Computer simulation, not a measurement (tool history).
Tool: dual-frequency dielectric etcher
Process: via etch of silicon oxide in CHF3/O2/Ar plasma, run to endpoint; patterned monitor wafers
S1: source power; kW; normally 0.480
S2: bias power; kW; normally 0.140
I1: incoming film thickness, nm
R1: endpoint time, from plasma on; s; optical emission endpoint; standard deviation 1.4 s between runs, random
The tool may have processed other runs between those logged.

| run | hour | S1 | S2 | I1 | R1 |
|---|---|---|---|---|---|
| 1 | 0.0 | 0.480 | 0.140 | 779.5 | 461.4 |
| 2 | 33.9 | 0.480 | 0.140 | 782.6 | 460.8 |
| 3 | 62.4 | 0.480 | 0.140 | 783.5 | 461.7 |
| 4 | 80.1 | 0.450 | 0.128 | 775.3 | 494.8 |
|  | 125.5 | wet clean of the chamber |
| 5 | 126.0 | 0.480 | 0.140 | 779.2 | 467.9 |
| 6 | 136.7 | 0.480 | 0.140 | 772.9 | 461.0 |
| 7 | 162.2 | 0.480 | 0.133 | 778.9 | 478.0 |
| 8 | 191.8 | 0.480 | 0.133 | 778.0 | 472.8 |
| 9 | 208.4 | 0.480 | 0.133 | 769.3 | 471.1 |
| 10 | 223.1 | 0.450 | 0.140 | 778.2 | 484.2 |
|  | 271.7 | upper electrode replaced |
| 11 | 295.0 | 0.480 | 0.140 | 768.8 | 455.2 |
| 12 | 314.4 | 0.480 | 0.140 | 766.3 | 454.9 |
| 13 | 334.1 | 0.570 | 0.140 | 783.3 | 420.8 |
| 14 | 363.7 | 0.570 | 0.140 | 779.9 | 420.2 |
| 15 | 381.4 | 0.570 | 0.140 | 775.2 | 414.3 |
| 16 | 400.8 | 0.480 | 0.140 | 776.1 | 457.0 |
| 17 | 417.2 | 0.480 | 0.133 | 773.5 | 468.2 |
| 18 | 434.7 | 0.430 | 0.163 | 773.9 | 455.2 |
| 19 | 462.9 | 0.440 | 0.120 | 772.3 | 519.5 |
|  | 479.2 | bias power generator calibrated |
| 20 | 496.2 | 0.480 | 0.140 | 770.6 | 454.5 |
| 21 | 530.9 | 0.480 | 0.140 | 781.1 | 459.3 |
|  | 580.1 | wet clean of the chamber |
| 22 | 580.6 | 0.410 | 0.140 | 768.4 | 510.1 |
| 23 | 581.0 | 0.550 | 0.140 | 773.0 | 425.2 |
| 24 | 589.6 | 0.410 | 0.120 | 773.5 | 550.1 |
|  | 603.8 | source power generator calibrated |
| 25 | 604.4 | 0.530 | 0.140 | 777.1 | 436.5 |
| 26 | 630.1 | 0.570 | 0.108 | 782.1 | 475.9 |
| 27 | 661.4 | 0.520 | 0.114 | 774.3 | 486.6 |
| 28 | 675.6 | 0.480 | 0.140 | 775.2 | 460.3 |
| 29 | 701.9 | 0.480 | 0.140 | 780.1 | 462.0 |
| 30 | 731.6 | 0.480 | 0.129 | 775.1 | 476.1 |
| 31 | 746.4 | 0.380 | 0.130 | 773.0 | 550.8 |
| 32 | 780.7 | 0.450 | 0.153 | 778.5 | 459.1 |
| 33 | 812.0 | 0.580 | 0.123 | 773.2 | 435.3 |

Selected run-to-run steps in R1, each split into two signed amounts: the part the tool would show with no hidden state at all (from settings, incoming material and random variation), and the remainder, which goes to the hidden state together with any gauge scatter not common to the measured and the hidden-state-free results:
The tool's hidden condition here consists of: etch rate over this chamber's usual, %; source power that arrives over what is set, %; bias power that arrives over what is set, %.
Run 4 -> 5: S1 0.450 -> 0.480, S2 0.128 -> 0.140, wet clean of the chamber. R1 -26.9 s: hidden state +7.7, all else -34.6.
Run 18 -> 19: S1 0.430 -> 0.440, S2 0.163 -> 0.120. R1 +64.3 s: hidden state -1.2, all else +65.5.
Run 21 -> 22: S1 0.480 -> 0.410, wet clean of the chamber. R1 +50.8 s: hidden state +6.7, all else +44.1.
Run 23 -> 24: S1 0.550 -> 0.410, S2 0.140 -> 0.120. R1 +124.9 s: hidden state -0.2, all else +125.1.
Run 24 -> 25: S1 0.410 -> 0.530, S2 0.120 -> 0.140, source power generator calibrated. R1 -113.6 s: hidden state -0.2, all else -113.4.
Run 31 -> 32: S1 0.380 -> 0.450, S2 0.130 -> 0.153. R1 -91.7 s: hidden state +0.0, all else -91.7.
